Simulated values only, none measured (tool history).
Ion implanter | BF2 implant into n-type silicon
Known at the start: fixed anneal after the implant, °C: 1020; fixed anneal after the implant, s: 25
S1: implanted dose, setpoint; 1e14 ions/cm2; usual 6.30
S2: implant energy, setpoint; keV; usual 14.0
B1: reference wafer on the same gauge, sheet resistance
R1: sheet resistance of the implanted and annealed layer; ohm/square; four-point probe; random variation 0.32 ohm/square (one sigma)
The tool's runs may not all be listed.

run    hour    S1    S2      B1      R1
  1     0.0  6.30  14.0  171.00  213.86
  2    60.9  4.88  14.0  170.97  253.10
  3   103.0  4.88  14.0  170.96  253.43
  4   165.9  6.30  14.0  170.99  213.83
  5   260.3  6.30  14.0  171.04  213.84
  6   306.2  5.03  16.0  171.00  241.14
      341.6  -- gauge calibrated
  7   360.8  6.30  14.0  170.95  213.74
      449.9  -- Faraday cup replaced and dose calibrated
  8   456.2  6.30  14.0  170.93  211.44
  9   514.0  4.93  19.0  170.95  234.31
 10   557.7  6.81  12.0  171.01  210.25
 11   613.9  6.82  14.0  170.96  201.88
      633.3  -- extraction supply calibrated
 12   720.9  6.30  14.0  171.01  212.10
 13   823.4  5.60  11.0  170.95  244.25
 14   870.6  6.92  18.5  171.00  186.73
 15   935.1  7.72  15.5  170.99  182.77
 16  1030.8  4.53  17.0  170.95  255.82

Forecast each of these 4 alternatives for the next run:
  A  1031.2  4.72  14.0   ?   ?
  B  1031.2  6.30   9.5   ?   ?
  C  1031.2  8.13  15.5   ?   ?
  D  1031.2  7.24  12.5   ?   ?

run      B1      R1
  A  171.00  257.70
  B  171.00  236.71
  C  171.00  177.27
  D  171.00  200.98
Without the tool's hidden state the same runs would have given:
run      R1
  A  256.54
  B  235.75
  C  176.64
  D  200.21
